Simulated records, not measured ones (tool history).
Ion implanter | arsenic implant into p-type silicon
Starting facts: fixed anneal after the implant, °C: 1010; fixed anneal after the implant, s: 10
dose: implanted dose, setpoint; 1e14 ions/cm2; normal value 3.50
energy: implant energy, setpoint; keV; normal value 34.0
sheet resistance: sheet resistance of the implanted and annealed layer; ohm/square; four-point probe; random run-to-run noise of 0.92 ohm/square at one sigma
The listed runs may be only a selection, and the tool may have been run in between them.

run    hour  dose  energy  wafers since the last listed run  hours since the last dose calibration  hours since the extraction supply was calibrated  hours since the gauge calibration  read-back reference wafer on the same gauge, sheet resistance  sheet resistance
  1     0.0  3.50    40.0                                 0                                 1309.8                                            4762.4                              378.0                                                         235.06            261.79
  2    36.6  3.50    40.0                               922                                 1346.4                                            4799.0                              414.6                                                         235.30            260.82
  3    84.0  3.50    40.0                              1195                                 1393.8                                            4846.4                              462.0                                                         234.91            261.89
  4   112.1  3.03    40.0                               708                                 1421.9                                            4874.5                              490.1                                                         234.87            291.23
  5   148.7  3.50    34.0                               922                                 1458.5                                            4911.1                              526.7                                                         235.22            268.01
  6   206.9  3.50    34.0                              1467                                 1516.7                                            4969.3                              584.9                                                         234.84            267.84
  7   265.3  3.50    34.0                              1472                                 1575.1                                            5027.7                              643.3                                                         235.34            269.34
  8   309.5  3.50    34.0                              1114                                 1619.3                                            5071.9                              687.5                                                         235.02            270.94
  9   363.5  3.50    34.0                              1361                                 1673.3                                            5125.9                              741.5                                                         235.39            269.78
      404.3  -- gauge calibrated
 10   430.3  3.50    34.0                              1684                                 1740.1                                            5192.7                               26.0                                                         234.60            269.63
 11   493.3  3.50    34.0                              1588                                 1803.1                                            5255.7                               89.0                                                         235.15            270.36
 12   520.9  3.50    34.0                               695                                 1830.7                                            5283.3                              116.6                                                         234.58            270.46
 13   566.5  3.50    34.0                              1149                                 1876.3                                            5328.9                              162.2                                                         234.84            272.48
      586.6  -- extraction supply calibrated
 14   742.4  3.03    24.0                              4233                                 2052.2                                             155.8                              338.1                                                         234.46            320.52
 15   811.3  3.03    40.0                              1737                                 2121.1                                             224.7                              407.0                                                         235.30            296.72
 16   844.5  3.50    34.0                               837                                 2154.3                                             257.9                              440.2                                                         234.84            273.25
 17   916.1  4.23    22.0                              1805                                 2225.9                                             329.5                              511.8                                                         234.67            252.64
 18   961.6  4.20    23.5                              1147                                 2271.4                                             375.0                              557.3                                                         234.85            250.98
     1002.7  -- Faraday cup replaced and dose calibrated
 19  1030.0  3.50    38.5                              1522                                   27.3                                             443.4                              625.7                                                         234.96            262.03
 20  1099.0  2.88    34.0                              1739                                   96.3                                             512.4                              694.7                                                         234.79            308.18
 21  1150.9  3.50    34.0                              1308                                  148.2                                             564.3                              746.6                                                         235.40            267.39
 22  1205.7  2.48    26.0                              1381                                  203.0                                             619.1                              801.4                                                         235.12            358.30
 23  1260.0  3.50    34.0                              1369                                  257.3                                             673.4                              855.7                                                         234.56            266.36
 24  1313.8  3.96    27.5                              1356                                  311.1                                             727.2                              909.5                                                         234.83            253.83

3 ways to go on from here, each from the tool as it stands after run 24. What would each give?
  A  1314.2  3.50    34.0                                10                                  311.5                                             727.6                              909.9                                                              ?                 ?
  B  1314.2  2.86    45.0                                10                                  311.5                                             727.6                              909.9                                                              ?                 ?
  C  1314.2  4.37    29.5                                10                                  311.5                                             727.6                              909.9                                                              ?                 ?

run  read-back reference wafer on the same gauge, sheet resistance  sheet resistance
  A                                                         234.74            267.57
  B                                                         234.74            298.02
  C                                                         234.74            231.53
With the hidden condition removed and each run's random variation left untouched, the same runs would have given:
run  sheet resistance
  A            266.27
  B            296.60
  C            230.41
